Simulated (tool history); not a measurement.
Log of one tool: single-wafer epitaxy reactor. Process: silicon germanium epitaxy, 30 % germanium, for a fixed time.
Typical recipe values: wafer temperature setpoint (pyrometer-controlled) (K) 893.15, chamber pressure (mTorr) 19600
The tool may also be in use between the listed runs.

run,hour,wafer temperature setpoint (pyrometer-controlled) (K),chamber pressure (mTorr),"read-back reference wafer on the same gauge, thickness_nm",mean film thickness on the monitor wafer (nm)
1,0,898.15,19600,65.078,85.452
2,59.4,898.15,19600,65.072,85.965
3,113.3,893.15,19600,64.995,77.914
4,137.3,893.15,19600,65.093,77.687
5,184.8,893.15,19600,65,77.997
6,212.8,893.15,19600,65.148,77.727
7,250.1,893.15,19600,65.082,77.54
8,288.5,886.15,21700,65.038,70.057
9,345.7,886.15,21700,65.16,70.481
10,370.6,893.15,19600,65.079,77.074
11,400.6,893.15,19600,65.048,77.589
12,443.6,893.15,19600,65.088,77.575
13,492.1,893.15,19600,65.097,77.436
14,560.1,905.15,19600,65.084,97.797
15,599,906.15,16400,65.13,92.84
16,624,893.15,19600,65.092,77.695
17,683.4,907.15,17400,65.147,97.251
18,746.7,886.15,15700,65.142,61.664
19,793.6,893.15,19600,65.054,77.207
20,980,902.15,22300,65.081,94.433
21,1037.6,904.15,21400,65.094,97.66
22,1077.4,893.15,19600,65.011,76.744
23,1117.4,881.15,22400,65.184,62.265
24,1153.1,885.15,22000,65.091,70.141
25,1186.5,881.15,17300,65.043,60.863
26,1223.7,893.15,19600,65.144,80.224
27,1268.7,893.15,19600,65.127,79.46
28,1305,893.15,17000,65.155,77.159
29,1476.1,888.15,23600,65.062,74.612

Not shown here: 4 entries made in the log between runs. Locate each between two listed runs and compare the hidden state at the listed run before it with the hidden state at the listed run after it:
In the gap between runs 18 and 19: showerhead replaced, of another model than before (hour 763.4)
  wafer temperature above the value expected at the setpoint (K): -1.87 -> -1.88
  measured value less the no-hidden-state value, mean film thickness on the monitor wafer (nm): -2.388 -> -2.957
In the gap between runs 19 and 20: capacitance manometer re-zeroed and calibrated (hour 973.6)
  wafer temperature above the value expected at the setpoint (K): -1.88 -> -1.93
  measured value less the no-hidden-state value, mean film thickness on the monitor wafer (nm): -2.957 -> -3.618
In the gap between runs 23 and 24: pyrometer calibrated (hour 1152.6)
  wafer temperature above the value expected at the setpoint (K): -1.95 -> -0.146
  measured value less the no-hidden-state value, mean film thickness on the monitor wafer (nm): -2.554 -> -0.207
In the gap between runs 24 and 25: gauge calibrated (hour 1172.6)
  wafer temperature above the value expected at the setpoint (K): -0.146 -> -0.246
  measured value less the no-hidden-state value, mean film thickness on the monitor wafer (nm): -0.207 -> -0.308
